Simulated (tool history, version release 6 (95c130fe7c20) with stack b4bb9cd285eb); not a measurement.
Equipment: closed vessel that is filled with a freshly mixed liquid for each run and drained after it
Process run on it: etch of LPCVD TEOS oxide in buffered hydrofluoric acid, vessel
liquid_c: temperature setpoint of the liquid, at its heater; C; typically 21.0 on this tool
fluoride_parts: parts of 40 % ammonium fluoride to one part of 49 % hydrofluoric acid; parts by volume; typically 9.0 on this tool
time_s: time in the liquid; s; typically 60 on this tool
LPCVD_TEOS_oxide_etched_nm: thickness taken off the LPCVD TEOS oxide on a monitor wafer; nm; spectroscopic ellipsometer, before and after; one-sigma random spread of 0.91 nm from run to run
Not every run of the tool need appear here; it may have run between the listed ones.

run    hour  liquid_c  fluoride_parts  time_s  wafers since the last listed run  hours since the thermometer was replaced  hours since the hydrofluoric acid flow meter was replaced  hours since the gauge calibration  read-back film thickness of the LPCVD TEOS oxide reference wafer, read on the same gauge (nm)  LPCVD_TEOS_oxide_etched_nm
  1     0.0      21.0             9.0      60                                 0                                     278.3                                                      815.5                              422.3                                                                                          60.02                      119.57
  2    26.6      21.0             9.0      60                              3233                                     304.9                                                      842.1                              448.9                                                                                          59.99                      117.45
  3    72.5      21.0             9.0      60                              5579                                     350.8                                                      888.0                              494.8                                                                                          60.00                      116.49
  4   101.1      21.0             9.0      60                              3476                                     379.4                                                      916.6                              523.4                                                                                          60.02                      117.98
  5   142.5      21.0             9.0      60                              5032                                     420.8                                                      958.0                              564.8                                                                                          60.00                      117.90
  6   210.5      21.0             9.0      60                              8266                                     488.8                                                     1026.0                              632.8                                                                                          60.02                      115.94
  7   237.9      21.0             9.0      60                              3330                                     516.2                                                     1053.4                              660.2                                                                                          60.01                      116.53
  8   277.0      21.0             9.0      60                              4753                                     555.3                                                     1092.5                              699.3                                                                                          59.99                      118.21
  9   306.8      21.0             9.0      60                              3622                                     585.1                                                     1122.3                              729.1                                                                                          60.00                      115.11
 10   352.5      21.0             9.0      60                              5555                                     630.8                                                     1168.0                              774.8                                                                                          60.01                      115.46
 11   379.0      21.0             9.0      60                              3221                                     657.3                                                     1194.5                              801.3                                                                                          60.01                      115.99
 12   546.2      21.0             9.0      50                             20325                                     824.5                                                     1361.7                              968.5                                                                                          60.02                       94.20
 13   607.3      21.0             9.0      50                              7427                                     885.6                                                     1422.8                             1029.6                                                                                          60.00                       95.03
      626.8  -- gauge calibrated
 14   658.3      17.0             6.5      80                              6199                                     936.6                                                     1473.8                               31.5                                                                                          60.00                      169.10
 15   683.8      19.0            12.5      60                              3099                                     962.1                                                     1499.3                               57.0                                                                                          60.01                       75.24
 16   740.2      21.0             9.0      60                              6856                                    1018.5                                                     1555.7                              113.4                                                                                          60.00                      111.13
 17   765.8      21.0             9.0      60                              3112                                    1044.1                                                     1581.3                              139.0                                                                                          60.00                      111.33
      863.0  -- thermometer replaced
 18   974.0      21.0             9.0      60                             25187                                     111.0                                                     1789.5                              347.2                                                                                          59.98                      120.23
 19  1004.6      21.0             9.0      60                              3719                                     141.6                                                     1820.1                              377.8                                                                                          59.98                      118.89
     1100.6  -- hydrofluoric acid flow meter replaced
 20  1188.6      17.5            11.0      60                             22245                                     325.6                                                       88.0                              561.8                                                                                          59.99                       81.82
 21  1236.0      18.0            11.5      40                              5762                                     373.0                                                      135.4                              609.2                                                                                          60.02                       53.16
 22  1305.8      21.0             9.0      60                              8485                                     442.8                                                      205.2                              679.0                                                                                          59.99                      117.91
 23  1338.2      22.5            10.5      70                              3938                                     475.2                                                      237.6                              711.4                                                                                          59.99                      131.56
 24  1382.2      17.0            10.0      60                              5348                                     519.2                                                      281.6                              755.4                                                                                          59.99                       87.34
 25  1428.5      25.5            11.5      50                              5628                                     565.5                                                      327.9                              801.7                                                                                          60.01                      101.27
 26  1550.1      21.0             9.0      30                             14782                                     687.1                                                      449.5                              923.3                                                                                          59.99                       56.65
 27  1599.3      17.0             6.5      60                              5980                                     736.3                                                      498.7                              972.5                                                                                          60.00                      128.70

Predict each of these 3 candidate next runs independently; none follows another, all start after run 27:
  A  1600.0      21.0             9.0      60                                85                                     737.0                                                      499.4                              973.2                                                                                              ?                           ?
  B  1600.0      25.0            10.5      80                                85                                     737.0                                                      499.4                              973.2                                                                                              ?                           ?
  C  1600.0      26.0             8.0      70                                85                                     737.0                                                      499.4                              973.2                                                                                              ?                           ?

run  read-back film thickness of the LPCVD TEOS oxide reference wafer, read on the same gauge (nm)  LPCVD_TEOS_oxide_etched_nm
  A                                                                                          60.02                      114.20
  B                                                                                          60.02                      169.52
  C                                                                                          60.02                      199.39
The same runs, with their run-to-run variation unchanged, on a tool lacking any hidden condition would have given:
run  LPCVD_TEOS_oxide_etched_nm
  A                      121.50
  B                      180.07
  C                      211.70
